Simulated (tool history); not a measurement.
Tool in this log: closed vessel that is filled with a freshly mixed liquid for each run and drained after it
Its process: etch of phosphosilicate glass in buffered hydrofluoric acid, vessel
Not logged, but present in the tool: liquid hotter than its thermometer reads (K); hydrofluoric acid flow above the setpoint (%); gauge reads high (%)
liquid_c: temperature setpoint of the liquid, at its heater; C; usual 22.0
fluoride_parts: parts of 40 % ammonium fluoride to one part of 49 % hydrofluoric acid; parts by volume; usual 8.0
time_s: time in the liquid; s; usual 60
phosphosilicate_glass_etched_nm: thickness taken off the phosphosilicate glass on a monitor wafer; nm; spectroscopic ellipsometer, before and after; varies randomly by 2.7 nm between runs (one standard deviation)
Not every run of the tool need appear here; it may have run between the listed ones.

run	hour	liquid_c	fluoride_parts	time_s	wafers since the last listed run	hours since the thermometer was replaced	hours since the hydrofluoric acid flow meter was replaced	hours since the gauge calibration	read-back film thickness of the phosphosilicate glass reference wafer, read on the same gauge (nm)	phosphosilicate_glass_etched_nm
1	0.0	22.0	8.0	60	0	861.8	251.7	239.1	58.63	339.15
2	74.8	22.0	8.0	60	4844	936.6	326.5	313.9	58.43	337.38
3	121.5	22.0	8.0	60	3024	983.3	373.2	360.6	58.29	342.28
4	159.6	22.0	8.0	40	2467	1021.4	411.3	398.7	58.21	225.13
5	202.2	22.0	8.0	60	2758	1064.0	453.9	441.3	58.09	334.96
6	230.4	22.0	8.0	60	1826	1092.2	482.1	469.5	58.06	333.67
7	271.0	22.0	8.0	60	2629	1132.8	522.7	510.1	58.01	339.41
8	315.3	22.0	10.0	70	2868	1177.1	567.0	554.4	57.88	323.41
9	370.1	22.0	10.0	70	3548	1231.9	621.8	609.2	57.94	323.78
# hour 413.2: hydrofluoric acid flow meter replaced
10	427.9	22.0	8.0	60	3678	1289.7	14.7	667.0	57.81	335.01
11	493.2	22.0	8.0	60	4228	1355.0	80.0	732.3	57.77	330.80
12	552.5	22.0	8.0	60	3840	1414.3	139.3	791.6	57.75	333.08
13	587.3	22.0	8.0	60	2253	1449.1	174.1	826.4	57.71	331.77
# hour 691.3: gauge calibrated
14	695.0	18.0	6.5	60	6974	1556.8	281.8	3.7	60.00	343.39
15	748.3	22.0	6.0	60	3451	1610.1	335.1	57.0	59.65	450.48
16	817.9	25.0	6.0	90	4507	1679.7	404.7	126.6	59.29	795.93
17	848.1	22.0	8.0	60	1955	1709.9	434.9	156.8	59.14	344.01
18	890.0	23.5	5.5	75	2713	1751.8	476.8	198.7	59.00	655.94
# hour 906.2: thermometer replaced
19	950.3	22.0	10.0	35	3840	44.1	537.1	259.0	58.73	162.77
20	1007.3	20.0	8.0	45	3691	101.1	594.1	316.0	58.57	225.37
21	1044.1	22.0	8.0	60	2383	137.9	630.9	352.8	58.55	338.41
# hour 1076.4: hydrofluoric acid flow meter replaced
22	1104.3	22.0	8.0	95	3833	198.1	27.9	413.0	58.35	527.34
23	1161.7	26.0	9.0	35	3717	255.5	85.3	470.4	58.20	214.84
24	1187.0	18.0	8.0	60	1638	280.8	110.6	495.7	58.23	268.73
25	1227.4	26.5	5.5	90	2616	321.2	151.0	536.1	58.16	907.45
26	1272.3	22.0	8.0	60	2907	366.1	195.9	581.0	58.10	336.81
27	1334.9	24.0	6.5	45	4054	428.7	258.5	643.6	58.06	341.89
28	1363.0	27.0	8.0	35	1819	456.8	286.6	671.7	57.99	254.16
29	1396.0	22.0	8.0	60	2137	489.8	319.6	704.7	57.98	331.73

Here are 3 independent what-if runs from the current tool condition. What would each one return?
A	1396.7	22.0	8.0	60	45	490.5	320.3	705.4	?	?
B	1396.7	17.5	5.0	75	45	490.5	320.3	705.4	?	?
C	1396.7	20.0	10.0	95	45	490.5	320.3	705.4	?	?

run	read-back film thickness of the phosphosilicate glass reference wafer, read on the same gauge (nm)	phosphosilicate_glass_etched_nm
A	57.99	328.44
B	57.99	491.82
C	57.99	383.19
With the hidden condition removed and each run's random variation left untouched, the same runs would have given:
run	phosphosilicate_glass_etched_nm
A	339.91
B	508.99
C	396.57
